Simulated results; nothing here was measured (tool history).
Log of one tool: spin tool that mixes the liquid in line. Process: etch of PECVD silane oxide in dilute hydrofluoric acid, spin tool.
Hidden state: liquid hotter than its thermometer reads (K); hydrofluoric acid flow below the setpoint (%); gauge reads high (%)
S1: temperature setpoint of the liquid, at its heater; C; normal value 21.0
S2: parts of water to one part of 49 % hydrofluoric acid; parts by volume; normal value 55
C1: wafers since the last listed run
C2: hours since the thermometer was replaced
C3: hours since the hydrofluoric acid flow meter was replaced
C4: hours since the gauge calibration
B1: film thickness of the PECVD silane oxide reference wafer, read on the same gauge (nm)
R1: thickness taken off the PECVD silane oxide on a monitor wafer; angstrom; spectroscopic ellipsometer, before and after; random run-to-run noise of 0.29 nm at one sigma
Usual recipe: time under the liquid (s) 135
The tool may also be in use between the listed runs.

Run 1, hour 0.0: usual settings; C1 0; C2 1684.2; C3 53.7; C4 1275.4; B1 79.99. Result: R1 386.7 angstrom.
Run 2, hour 33.7: usual settings; C1 211; C2 1717.9; C3 87.4; C4 1309.1; B1 79.99. Result: R1 385.7 angstrom.
Run 3, hour 91.4: usual settings; C1 361; C2 1775.6; C3 145.1; C4 1366.8; B1 80.01. Result: R1 383.2 angstrom.
Run 4, hour 262.2: usual settings; C1 1069; C2 1946.4; C3 315.9; C4 1537.6; B1 80.00. Result: R1 380.3 angstrom.
Run 5, hour 304.6: usual settings; C1 265; C2 1988.8; C3 358.3; C4 1580.0; B1 80.00. Result: R1 379.8 angstrom.
Run 6, hour 365.8: usual settings; C1 383; C2 2050.0; C3 419.5; C4 1641.2; B1 79.99. Result: R1 375.6 angstrom.
Run 7, hour 426.5: usual settings but S1 22.5 C; C1 380; C2 2110.7; C3 480.2; C4 1701.9; B1 79.98. Result: R1 398.9 angstrom.
At hour 459.5: gauge calibrated.
Run 8, hour 477.5: usual settings but S1 22.5 C; C1 319; C2 2161.7; C3 531.2; C4 18.0; B1 80.00. Result: R1 396.9 angstrom.
Run 9, hour 532.6: usual settings but S2 45 parts by volume; C1 345; C2 2216.8; C3 586.3; C4 73.1; B1 80.01. Result: R1 458.9 angstrom.
Run 10, hour 590.6: usual settings but S1 19.5 C; C1 363; C2 2274.8; C3 644.3; C4 131.1; B1 80.00. Result: R1 347.8 angstrom.
At hour 626.3: thermometer replaced.
Run 11, hour 656.5: usual settings but S1 19.5 C; C1 406; C2 30.2; C3 710.2; C4 197.0; B1 80.00. Result: R1 348.9 angstrom.
Run 12, hour 680.6: usual settings but S1 19.5 C; C1 150; C2 54.3; C3 734.3; C4 221.1; B1 80.02. Result: R1 346.9 angstrom.
Run 13, hour 710.9: usual settings but time under the liquid (s) 115; C1 189; C2 84.6; C3 764.6; C4 251.4; B1 80.00. Result: R1 314.9 angstrom.
Run 14, hour 760.5: usual settings; C1 310; C2 134.2; C3 814.2; C4 301.0; B1 80.00. Result: R1 366.7 angstrom.
Run 15, hour 831.2: usual settings but time under the liquid (s) 90; C1 442; C2 204.9; C3 884.9; C4 371.7; B1 80.00. Result: R1 242.5 angstrom.
Run 16, hour 889.0: usual settings; C1 362; C2 262.7; C3 942.7; C4 429.5; B1 79.99. Result: R1 363.0 angstrom.
Run 17, hour 933.9: usual settings but S1 17.0 C, S2 75 parts by volume, time under the liquid (s) 180; C1 281; C2 307.6; C3 987.6; C4 474.4; B1 80.00. Result: R1 293.6 angstrom.
Run 18, hour 993.2: usual settings but S2 75 parts by volume; C1 371; C2 366.9; C3 1046.9; C4 533.7; B1 79.99. Result: R1 261.3 angstrom.
At hour 1018.5: hydrofluoric acid flow meter replaced.
Run 19, hour 1027.4: usual settings; C1 207; C2 401.1; C3 8.9; C4 567.9; B1 80.01. Result: R1 386.3 angstrom.
Run 20, hour 1055.3: usual settings; C1 174; C2 429.0; C3 36.8; C4 595.8; B1 79.99. Result: R1 382.4 angstrom.
Run 21, hour 1098.8: usual settings but S1 24.0 C, S2 45 parts by volume, time under the liquid (s) 75; C1 272; C2 472.5; C3 80.3; C4 639.3; B1 80.00. Result: R1 298.0 angstrom.
Run 22, hour 1170.9: usual settings but S2 80 parts by volume, time under the liquid (s) 85; C1 451; C2 544.6; C3 152.4; C4 711.4; B1 79.97. Result: R1 160.8 angstrom.
Run 23, hour 1204.0: usual settings but S1 19.5 C, S2 45 parts by volume; C1 207; C2 577.7; C3 185.5; C4 744.5; B1 79.98. Result: R1 435.6 angstrom.
Run 24, hour 1254.3: usual settings but S2 45 parts by volume, time under the liquid (s) 95; C1 315; C2 628.0; C3 235.8; C4 794.8; B1 80.01. Result: R1 330.8 angstrom.
Run 25, hour 1300.3: usual settings but S1 17.0 C, S2 65 parts by volume; C1 288; C2 674.0; C3 281.8; C4 840.8; B1 80.00. Result: R1 267.4 angstrom.
Run 26, hour 1328.7: usual settings but S2 45 parts by volume, time under the liquid (s) 95; C1 177; C2 702.4; C3 310.2; C4 869.2; B1 80.01. Result: R1 330.8 angstrom.
Run 27, hour 1374.7: usual settings; C1 288; C2 748.4; C3 356.2; C4 915.2; B1 80.01. Result: R1 378.1 angstrom.
Run 28, hour 1429.9: usual settings but S1 25.0 C, S2 25 parts by volume; C1 345; C2 803.6; C3 411.4; C4 970.4; B1 79.99. Result: R1 1013.4 angstrom.
Run 29, hour 1471.1: usual settings; C1 258; C2 844.8; C3 452.6; C4 1011.6; B1 80.02. Result: R1 370.5 angstrom.

Predict each of these 4 candidate next runs independently; none follows another, all start after run 29:
Run A, hour 1471.6: usual settings; C1 3; C2 845.3; C3 453.1; C4 1012.1; B1 ?. Result: R1 ?.
Run B, hour 1471.6: usual settings but S1 18.0 C, S2 70 parts by volume, time under the liquid (s) 105; C1 3; C2 845.3; C3 453.1; C4 1012.1; B1 ?. Result: R1 ?.
Run C, hour 1471.6: usual settings but S1 22.5 C, S2 65 parts by volume, time under the liquid (s) 195; C1 3; C2 845.3; C3 453.1; C4 1012.1; B1 ?. Result: R1 ?.
Run D, hour 1471.6: usual settings but S2 35 parts by volume; C1 3; C2 845.3; C3 453.1; C4 1012.1; B1 ?. Result: R1 ?.

run     B1     R1
  A  80.00  371.9
  B  80.00  196.7
  C  80.00  477.7
  D  80.00  599.7
With the hidden condition removed and each run's random variation left untouched, the same runs would have given:
run     R1
  A  386.0
  B  204.2
  C  495.9
  D  621.7

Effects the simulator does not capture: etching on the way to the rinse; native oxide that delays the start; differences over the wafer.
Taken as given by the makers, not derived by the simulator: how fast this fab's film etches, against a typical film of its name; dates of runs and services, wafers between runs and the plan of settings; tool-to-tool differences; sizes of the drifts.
